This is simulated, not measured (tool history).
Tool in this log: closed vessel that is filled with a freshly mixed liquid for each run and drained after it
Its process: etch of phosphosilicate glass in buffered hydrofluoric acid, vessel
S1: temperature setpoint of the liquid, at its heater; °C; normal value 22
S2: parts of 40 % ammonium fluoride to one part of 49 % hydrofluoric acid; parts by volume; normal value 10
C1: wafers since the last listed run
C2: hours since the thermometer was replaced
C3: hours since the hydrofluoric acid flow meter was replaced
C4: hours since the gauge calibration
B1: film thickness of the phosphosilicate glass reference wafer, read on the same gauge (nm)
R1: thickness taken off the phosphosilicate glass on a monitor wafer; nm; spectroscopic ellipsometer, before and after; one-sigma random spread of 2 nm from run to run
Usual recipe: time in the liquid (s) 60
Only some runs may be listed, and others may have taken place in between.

Run 1, hour 0: usual settings; C1 0; C2 16; C3 480.8; C4 1043.6; B1 69.99. Result: R1 390.77 nm.
Run 2, hour 67.6: usual settings; C1 8550; C2 83.6; C3 548.4; C4 1111.2; B1 69.99. Result: R1 390.82 nm.
Run 3, hour 107.6: usual settings; C1 5059; C2 123.6; C3 588.4; C4 1151.2; B1 70. Result: R1 387.67 nm.
Run 4, hour 157.3: usual settings; C1 6286; C2 173.3; C3 638.1; C4 1200.9; B1 70.02. Result: R1 392.35 nm.
Run 5, hour 201: usual settings; C1 5527; C2 217; C3 681.8; C4 1244.6; B1 70.02. Result: R1 395.02 nm.
Run 6, hour 251.4: usual settings but S1 19.5 °C; C1 6374; C2 267.4; C3 732.2; C4 1295; B1 69.98. Result: R1 342.93 nm.
Run 7, hour 303.3: usual settings but time in the liquid (s) 75; C1 6564; C2 319.3; C3 784.1; C4 1346.9; B1 70.01. Result: R1 494.84 nm.
Run 8, hour 347: usual settings but time in the liquid (s) 85; C1 5527; C2 363; C3 827.8; C4 1390.6; B1 70.02. Result: R1 560.06 nm.
At hour 378.9: gauge calibrated.
Run 9, hour 395.6: usual settings but time in the liquid (s) 85; C1 6147; C2 411.6; C3 876.4; C4 16.7; B1 70. Result: R1 564.15 nm.
Run 10, hour 457.4: usual settings but time in the liquid (s) 85; C1 7816; C2 473.4; C3 938.2; C4 78.5; B1 70.03. Result: R1 570.17 nm.
Run 11, hour 493.7: usual settings; C1 4591; C2 509.7; C3 974.5; C4 114.8; B1 70.03. Result: R1 397.55 nm.
Run 12, hour 523.5: usual settings; C1 3769; C2 539.5; C3 1004.3; C4 144.6; B1 69.99. Result: R1 400.4 nm.
Run 13, hour 586.2: usual settings; C1 7930; C2 602.2; C3 1067; C4 207.3; B1 69.98. Result: R1 402.64 nm.
Run 14, hour 624.8: usual settings but S1 17 °C, S2 11 parts by volume, time in the liquid (s) 85; C1 4882; C2 640.8; C3 1105.6; C4 245.9; B1 69.99. Result: R1 393.26 nm.
Run 15, hour 654: usual settings but S2 11.5 parts by volume; C1 3693; C2 670; C3 1134.8; C4 275.1; B1 70.01. Result: R1 355.69 nm.
At hour 704.8: thermometer replaced.
Run 16, hour 712.3: usual settings; C1 7247; C2 7.5; C3 1193.1; C4 333.4; B1 70. Result: R1 416.32 nm.
Run 17, hour 771.3: usual settings but S1 26.5 °C, S2 6.5 parts by volume; C1 7462; C2 66.5; C3 1252.1; C4 392.4; B1 69.99. Result: R1 803.64 nm.
Run 18, hour 799.7: usual settings; C1 3592; C2 94.9; C3 1280.5; C4 420.8; B1 70.01. Result: R1 420.97 nm.
Run 19, hour 845.8: usual settings but S1 25.5 °C, S2 6.5 parts by volume, time in the liquid (s) 30; C1 5830; C2 141; C3 1326.6; C4 466.9; B1 69.99. Result: R1 386.01 nm.
Run 20, hour 890.8: usual settings but S1 17 °C, S2 6.5 parts by volume, time in the liquid (s) 70; C1 5691; C2 186; C3 1371.6; C4 511.9; B1 70. Result: R1 558.34 nm.
Run 21, hour 931.4: usual settings but S1 18.5 °C, S2 12.5 parts by volume; C1 5135; C2 226.6; C3 1412.2; C4 552.5; B1 69.98. Result: R1 283.57 nm.
Run 22, hour 987.8: usual settings but S2 12 parts by volume, time in the liquid (s) 80; C1 7133; C2 283; C3 1468.6; C4 608.9; B1 70. Result: R1 477.73 nm.
At hour 1054.9: thermometer replaced, repeated, since the last time left the tool worse.
Run 23, hour 1057.2: usual settings but S2 8.5 parts by volume; C1 8651; C2 2.3; C3 1538; C4 678.3; B1 70. Result: R1 439.11 nm.
Run 24, hour 1103.5: usual settings but S1 26.5 °C; C1 5856; C2 48.6; C3 1584.3; C4 724.6; B1 69.99. Result: R1 492.79 nm.
Run 25, hour 1152.1: usual settings; C1 6147; C2 97.2; C3 1632.9; C4 773.2; B1 70.01. Result: R1 386 nm.
Run 26, hour 1218.9: usual settings; C1 8448; C2 164; C3 1699.7; C4 840; B1 69.98. Result: R1 387.41 nm.
At hour 1256.7: hydrofluoric acid flow meter replaced.
Run 27, hour 1290.5: usual settings; C1 8929; C2 235.6; C3 33.8; C4 911.6; B1 69.99. Result: R1 388.38 nm.
Run 28, hour 1458.3: usual settings but S2 12 parts by volume; C1 21223; C2 403.4; C3 201.6; C4 1079.4; B1 69.98. Result: R1 332.84 nm.
Run 29, hour 1514: usual settings but S1 26 °C, S2 11.5 parts by volume, time in the liquid (s) 40; C1 7045; C2 459.1; C3 257.3; C4 1135.1; B1 70.01. Result: R1 285.3 nm.
Run 30, hour 1578.7: usual settings but S1 18 °C, time in the liquid (s) 45; C1 8183; C2 523.8; C3 322; C4 1199.8; B1 69.98. Result: R1 236.45 nm.
Run 31, hour 1637: usual settings but S1 24 °C, S2 11.5 parts by volume, time in the liquid (s) 90; C1 7373; C2 582.1; C3 380.3; C4 1258.1; B1 69.99. Result: R1 585.38 nm.
Run 32, hour 1683.5: usual settings; C1 5881; C2 628.6; C3 426.8; C4 1304.6; B1 70. Result: R1 406.38 nm.

Predict each of these 4 candidate next runs independently; none follows another, all start after run 32:
Run A, hour 1684.2: usual settings but time in the liquid (s) 45; C1 88; C2 629.3; C3 427.5; C4 1305.3; B1 ?. Result: R1 ?.
Run B, hour 1684.2: usual settings but S2 8.5 parts by volume, time in the liquid (s) 30; C1 88; C2 629.3; C3 427.5; C4 1305.3; B1 ?. Result: R1 ?.
Run C, hour 1684.2: usual settings but S1 26.5 °C, S2 12 parts by volume, time in the liquid (s) 35; C1 88; C2 629.3; C3 427.5; C4 1305.3; B1 ?. Result: R1 ?.
Run D, hour 1684.2: usual settings but S1 26 °C; C1 88; C2 629.3; C3 427.5; C4 1305.3; B1 ?. Result: R1 ?.

run  B1      R1
  A  70  300.68
  B  70  227.91
  C  70  249.86
  D  70  498.07
The same runs, with their run-to-run variation unchanged, on a tool lacking any hidden condition would have given:
run      R1
  A  288.35
  B  218.57
  C  239.89
  D  478.16
